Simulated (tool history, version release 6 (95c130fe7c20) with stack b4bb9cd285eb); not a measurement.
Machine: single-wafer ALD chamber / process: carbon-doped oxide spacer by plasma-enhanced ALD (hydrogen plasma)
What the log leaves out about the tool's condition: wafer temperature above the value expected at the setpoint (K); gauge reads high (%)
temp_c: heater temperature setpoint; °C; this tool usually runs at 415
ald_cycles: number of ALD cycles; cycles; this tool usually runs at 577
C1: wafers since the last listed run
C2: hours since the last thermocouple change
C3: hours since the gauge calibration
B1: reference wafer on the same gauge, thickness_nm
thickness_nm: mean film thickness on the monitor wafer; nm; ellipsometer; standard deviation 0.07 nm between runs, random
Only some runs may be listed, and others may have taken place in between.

run 1 hour=0 | temp_c=415 ald_cycles=660 | C1=0 C2=2360.9 C3=213.9 | B1=27.656 | thickness_nm=31.439
run 2 hour=31.5 | temp_c=415 ald_cycles=660 | C1=22 C2=2392.4 C3=245.4 | B1=27.65 | thickness_nm=31.566
run 3 hour=63.1 | temp_c=415 ald_cycles=488 | C1=22 C2=2424 C3=277 | B1=27.611 | thickness_nm=23.325
run 4 hour=86.5 | temp_c=404 ald_cycles=577 | C1=16 C2=2447.4 C3=300.4 | B1=27.61 | thickness_nm=28.44
run 5 hour=121.7 | temp_c=404 ald_cycles=577 | C1=25 C2=2482.6 C3=335.6 | B1=27.604 | thickness_nm=28.522
run 6 hour=146.6 | temp_c=404 ald_cycles=577 | C1=17 C2=2507.5 C3=360.5 | B1=27.595 | thickness_nm=28.492
run 7 hour=159.9 | temp_c=415 ald_cycles=577 | C1=9 C2=2520.8 C3=373.8 | B1=27.588 | thickness_nm=27.541
run 8 hour=187 | temp_c=405 ald_cycles=651 | C1=19 C2=2547.9 C3=400.9 | B1=27.577 | thickness_nm=32.081
run 9 hour=201.8 | temp_c=415 ald_cycles=577 | C1=10 C2=2562.7 C3=415.7 | B1=27.552 | thickness_nm=27.502
run 10 hour=226.6 | temp_c=415 ald_cycles=577 | C1=17 C2=2587.5 C3=440.5 | B1=27.554 | thickness_nm=27.503
run 11 hour=254.6 | temp_c=419 ald_cycles=501 | C1=20 C2=2615.5 C3=468.5 | B1=27.539 | thickness_nm=23.534
run 12 hour=269.5 | temp_c=423 ald_cycles=627 | C1=10 C2=2630.4 C3=483.4 | B1=27.552 | thickness_nm=29.198
-- hour=285.3 gauge calibrated
run 13 hour=348.6 | temp_c=415 ald_cycles=577 | C1=57 C2=2709.5 C3=63.3 | B1=27.884 | thickness_nm=27.821
run 14 hour=363 | temp_c=415 ald_cycles=577 | C1=10 C2=2723.9 C3=77.7 | B1=27.845 | thickness_nm=27.749
-- hour=394.4 thermocouple changed; heater temperature recalibrated
run 15 hour=397.9 | temp_c=422 ald_cycles=486 | C1=19 C2=3.5 C3=112.6 | B1=27.776 | thickness_nm=22.909
run 16 hour=430.4 | temp_c=403 ald_cycles=577 | C1=23 C2=36 C3=145.1 | B1=27.725 | thickness_nm=28.869
run 17 hour=442.8 | temp_c=428 ald_cycles=644 | C1=8 C2=48.4 C3=157.5 | B1=27.704 | thickness_nm=29.556
run 18 hour=474.2 | temp_c=430 ald_cycles=689 | C1=22 C2=79.8 C3=188.9 | B1=27.677 | thickness_nm=31.504
run 19 hour=492.6 | temp_c=415 ald_cycles=462 | C1=13 C2=98.2 C3=207.3 | B1=27.673 | thickness_nm=22.199
run 20 hour=517.8 | temp_c=415 ald_cycles=577 | C1=18 C2=123.4 C3=232.5 | B1=27.653 | thickness_nm=27.565
run 21 hour=541.8 | temp_c=415 ald_cycles=577 | C1=17 C2=147.4 C3=256.5 | B1=27.633 | thickness_nm=27.552

Below, some changes in thickness_nm between adjacent runs. For each, the amount present without the hidden state too (settings, incoming material, random variation) and the amount remaining for the hidden state with gauge scatter not shared by both compared results:
Run 2 -> 3: ald_cycles 660 -> 488. thickness_nm -8.241 nm: hidden state +0.12, all else -8.361.
Run 12 -> 13: temp_c 423 -> 415, ald_cycles 627 -> 577, gauge calibrated. thickness_nm -1.377 nm: hidden state +0.363, all else -1.74.
Run 18 -> 19: temp_c 430 -> 415, ald_cycles 689 -> 462. thickness_nm -9.305 nm: hidden state +0.127, all else -9.432.
